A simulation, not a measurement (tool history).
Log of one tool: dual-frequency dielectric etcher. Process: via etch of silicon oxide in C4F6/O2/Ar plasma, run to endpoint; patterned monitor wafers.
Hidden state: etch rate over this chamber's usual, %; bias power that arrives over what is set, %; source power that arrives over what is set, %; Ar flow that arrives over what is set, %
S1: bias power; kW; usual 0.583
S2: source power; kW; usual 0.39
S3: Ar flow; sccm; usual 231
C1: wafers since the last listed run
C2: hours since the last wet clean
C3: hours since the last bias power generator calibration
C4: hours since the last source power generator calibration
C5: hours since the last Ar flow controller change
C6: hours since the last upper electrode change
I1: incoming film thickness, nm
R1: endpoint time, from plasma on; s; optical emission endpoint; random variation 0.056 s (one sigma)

run   hour     S1    S2   S3   C1     C2      C3      C4      C5      C6    I1    R1
  1      0  0.583  0.42  231    0   37.6  1777.9  4559.1  2298.8  2085.8  76.1  15.7
  2   26.8  0.583  0.39  231  358   64.4  1804.7  4585.9  2325.6  2112.6  75.8  15.9
  3   55.7  0.583  0.39  231  386   93.3  1833.6  4614.8  2354.5  2141.5  74.9  15.7
  4   82.7  0.583  0.39  231  361  120.3  1860.6  4641.8  2381.5  2168.5  75.9  15.9
  5  115.1  0.583  0.39  257  433  152.7    1893  4674.2  2413.9  2200.9  75.4    16
  6    130  0.583  0.39  257  199  167.6  1907.9  4689.1  2428.8  2215.8  75.4    16
  7  162.2  0.715  0.39  246  431  199.8  1940.1  4721.3    2461    2248  76.2  14.5
  8  191.1  0.638  0.47  200  386  228.7    1969  4750.2  2489.9  2276.9  75.1    14
     197.1  -- bias power generator calibrated
  9  207.1  0.715  0.42  231  160  244.7      10  4766.2  2505.9  2292.9  76.2  14.1
     243.1  -- Ar flow controller replaced
 10  243.6  0.583  0.39  231  408  281.2    46.5  4802.7     0.5  2329.4  75.4  15.8
     276.2  -- wet clean of the chamber
 11  277.1  0.479  0.49  261  127    0.9      80  4836.2      34  2362.9  75.1  16.8
 12  307.1  0.543  0.31  199  401   30.9     110  4866.2      64  2392.9  74.4  16.5
 13  330.3  0.699  0.36  287  310   54.1   133.2  4889.4    87.2  2416.1  75.4  15.1
     351.6  -- source power generator calibrated
     366.2  -- upper electrode replaced
 14  366.7  0.629  0.33  231  239   90.5   169.6    15.1   123.6     0.5  75.2  15.7
 15  384.5  0.583  0.39  231  238  108.3   187.4    32.9   141.4    18.3  75.4  15.8
 16  399.1  0.444  0.39  250  195  122.9     202    47.5     156    32.9  74.7  18.4
 17  422.5   0.52  0.43  231  313  146.3   225.4    70.9   179.4    56.3  75.4  16.3
 18  449.4  0.537  0.39  231  360  173.2   252.3    97.8   206.3    83.2  75.3  16.4
 19  461.6  0.583  0.39  231  163  185.4   264.5     110   218.5    95.4  75.4  15.9
 20  492.5  0.544  0.31  210  413  216.3   295.4   140.9   249.4   126.3  75.5  16.8
 21  525.9  0.583  0.39  257  447  249.7   328.8   174.3   282.8   159.7  75.8  16.1
 22  547.8  0.583  0.39  231  293  271.6   350.7   196.2   304.7   181.6  75.8  15.8
 23  563.6  0.583  0.39  231  211  287.4   366.5     212   320.5   197.4  75.8  15.9
 24  577.8  0.459  0.39  190  190  301.6   380.7   226.2   334.7   211.6  75.4  17.3
       627  -- wet clean of the chamber
 25  627.5  0.583  0.44  231  344    0.5   430.4   275.9   384.4   261.3  74.8  15.2
 26  629.6  0.583  0.39  251   28    2.6   432.5     278   386.5   263.4  75.4    16
 27  660.5  0.583  0.39  231  413   33.5   463.4   308.9   417.4   294.3  75.6  15.9
 28  685.3  0.666  0.39  189  332   58.3   488.2   333.7   442.2   319.1  75.8  14.3
 29  714.6  0.583  0.44  231  392   87.6   517.5     363   471.5   348.4  75.6  15.5
 30  736.3  0.583  0.39  231  290  109.3   539.2   384.7   493.2   370.1    75  15.6

3 ways to go on from here, each from the tool as it stands after run 30. What would each give?
  A  736.7  0.583  0.39  231   5  109.7  539.6  385.1  493.6  370.5  75.9   ?
  B  736.7  0.714  0.46  231   5  109.7  539.6  385.1  493.6  370.5  75.9   ?
  C  736.7  0.628   0.3  231   5  109.7  539.6  385.1  493.6  370.5  75.9   ?

run    R1
  A  15.9
  B  13.8
  C  16.2
Without the tool's hidden state the same runs would have given:
run    R1
  A  15.9
  B  13.8
  C  16.2
